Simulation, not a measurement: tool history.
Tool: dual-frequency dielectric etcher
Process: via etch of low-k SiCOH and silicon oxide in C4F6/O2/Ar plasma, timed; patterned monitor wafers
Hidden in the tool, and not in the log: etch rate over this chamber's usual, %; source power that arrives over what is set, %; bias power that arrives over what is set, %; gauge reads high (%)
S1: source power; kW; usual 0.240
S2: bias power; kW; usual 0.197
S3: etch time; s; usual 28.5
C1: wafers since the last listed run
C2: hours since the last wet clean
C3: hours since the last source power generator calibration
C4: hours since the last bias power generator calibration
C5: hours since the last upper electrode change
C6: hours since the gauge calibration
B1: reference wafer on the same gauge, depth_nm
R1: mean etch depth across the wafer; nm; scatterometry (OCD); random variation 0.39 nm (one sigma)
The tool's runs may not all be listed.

Run 1, hour 0.0: usual settings but S2 0.179 kW; C1 0; C2 275.8; C3 4960.4; C4 1651.1; C5 3521.4; C6 145.5; B1 52.8. Result: R1 56.5 nm.
Run 2, hour 34.7: usual settings but S2 0.179 kW; C1 287; C2 310.5; C3 4995.1; C4 1685.8; C5 3556.1; C6 180.2; B1 52.8. Result: R1 57.0 nm.
Run 3, hour 62.8: usual settings but S2 0.179 kW; C1 233; C2 338.6; C3 5023.2; C4 1713.9; C5 3584.2; C6 208.3; B1 52.7. Result: R1 56.7 nm.
Run 4, hour 80.6: usual settings; C1 147; C2 356.4; C3 5041.0; C4 1731.7; C5 3602.0; C6 226.1; B1 52.8. Result: R1 58.6 nm.
Run 5, hour 102.3: usual settings; C1 180; C2 378.1; C3 5062.7; C4 1753.4; C5 3623.7; C6 247.8; B1 52.7. Result: R1 59.7 nm.
Run 6, hour 138.1: usual settings; C1 297; C2 413.9; C3 5098.5; C4 1789.2; C5 3659.5; C6 283.6; B1 52.9. Result: R1 59.0 nm.
Run 7, hour 173.0: usual settings but S2 0.174 kW; C1 289; C2 448.8; C3 5133.4; C4 1824.1; C5 3694.4; C6 318.5; B1 52.8. Result: R1 58.3 nm.
At hour 204.3: source power generator calibrated.
At hour 210.1: wet clean of the chamber.
Run 8, hour 210.6: usual settings but S2 0.174 kW; C1 230; C2 0.5; C3 6.3; C4 1861.7; C5 3732.0; C6 356.1; B1 52.8. Result: R1 54.8 nm.
Run 9, hour 244.0: usual settings; C1 277; C2 33.9; C3 39.7; C4 1895.1; C5 3765.4; C6 389.5; B1 52.9. Result: R1 56.7 nm.
Run 10, hour 263.7: usual settings; C1 163; C2 53.6; C3 59.4; C4 1914.8; C5 3785.1; C6 409.2; B1 52.8. Result: R1 57.4 nm.
Run 11, hour 277.7: usual settings; C1 116; C2 67.6; C3 73.4; C4 1928.8; C5 3799.1; C6 423.2; B1 52.8. Result: R1 56.5 nm.
Run 12, hour 292.9: usual settings; C1 126; C2 82.8; C3 88.6; C4 1944.0; C5 3814.3; C6 438.4; B1 52.8. Result: R1 57.2 nm.
Run 13, hour 311.5: usual settings but S2 0.211 kW; C1 154; C2 101.4; C3 107.2; C4 1962.6; C5 3832.9; C6 457.0; B1 52.9. Result: R1 58.5 nm.
At hour 328.8: bias power generator calibrated.
Run 14, hour 341.6: usual settings but S1 0.290 kW, S3 25.0 s; C1 216; C2 131.5; C3 137.3; C4 12.8; C5 3863.0; C6 487.1; B1 52.8. Result: R1 52.1 nm.
Run 15, hour 370.8: usual settings but S1 0.200 kW, S2 0.211 kW, S3 22.5 s; C1 242; C2 160.7; C3 166.5; C4 42.0; C5 3892.2; C6 516.3; B1 52.8. Result: R1 44.3 nm.
At hour 401.2: upper electrode replaced.
Run 16, hour 401.7: usual settings; C1 57; C2 191.6; C3 197.4; C4 72.9; C5 0.5; C6 547.2; B1 52.8. Result: R1 57.2 nm.
At hour 419.3: gauge calibrated.
Run 17, hour 419.8: usual settings; C1 150; C2 209.7; C3 215.5; C4 91.0; C5 18.6; C6 0.5; B1 52.8. Result: R1 58.4 nm.
Run 18, hour 436.4: usual settings but S1 0.200 kW, S2 0.235 kW, S3 21.0 s; C1 137; C2 226.3; C3 232.1; C4 107.6; C5 35.2; C6 17.1; B1 52.8. Result: R1 43.2 nm.
Run 19, hour 462.6: usual settings but S3 34.0 s; C1 217; C2 252.5; C3 258.3; C4 133.8; C5 61.4; C6 43.3; B1 52.8. Result: R1 68.5 nm.
Run 20, hour 490.3: usual settings but S1 0.290 kW, S2 0.164 kW, S3 35.5 s; C1 229; C2 280.2; C3 286.0; C4 161.5; C5 89.1; C6 71.0; B1 52.8. Result: R1 72.9 nm.
Run 21, hour 506.8: usual settings but S1 0.280 kW, S2 0.229 kW, S3 34.0 s; C1 136; C2 296.7; C3 302.5; C4 178.0; C5 105.6; C6 87.5; B1 52.8. Result: R1 74.6 nm.
Run 22, hour 519.9: usual settings but S2 0.229 kW; C1 108; C2 309.8; C3 315.6; C4 191.1; C5 118.7; C6 100.6; B1 52.8. Result: R1 61.2 nm.
Run 23, hour 535.8: usual settings; C1 131; C2 325.7; C3 331.5; C4 207.0; C5 134.6; C6 116.5; B1 52.8. Result: R1 59.1 nm.
Run 24, hour 562.0: usual settings but S1 0.200 kW, S2 0.235 kW, S3 21.0 s; C1 217; C2 351.9; C3 357.7; C4 233.2; C5 160.8; C6 142.7; B1 52.7. Result: R1 44.2 nm.

Forecast each of these 4 alternatives for the next run:
Run A, hour 562.4: usual settings but S1 0.200 kW; C1 3; C2 352.3; C3 358.1; C4 233.6; C5 161.2; C6 143.1; B1 ?. Result: R1 ?.
Run B, hour 562.4: usual settings but S1 0.190 kW, S2 0.163 kW; C1 3; C2 352.3; C3 358.1; C4 233.6; C5 161.2; C6 143.1; B1 ?. Result: R1 ?.
Run C, hour 562.4: usual settings but S3 23.5 s; C1 3; C2 352.3; C3 358.1; C4 233.6; C5 161.2; C6 143.1; B1 ?. Result: R1 ?.
Run D, hour 562.4: usual settings but S1 0.210 kW, S2 0.180 kW, S3 33.5 s; C1 3; C2 352.3; C3 358.1; C4 233.6; C5 161.2; C6 143.1; B1 ?. Result: R1 ?.

run    B1    R1
  A  52.8  57.1
  B  52.8  54.3
  C  52.8  48.7
  D  52.8  66.3
Without the tool's hidden state the same runs would have given:
run    R1
  A  54.9
  B  52.2
  C  46.8
  D  63.7
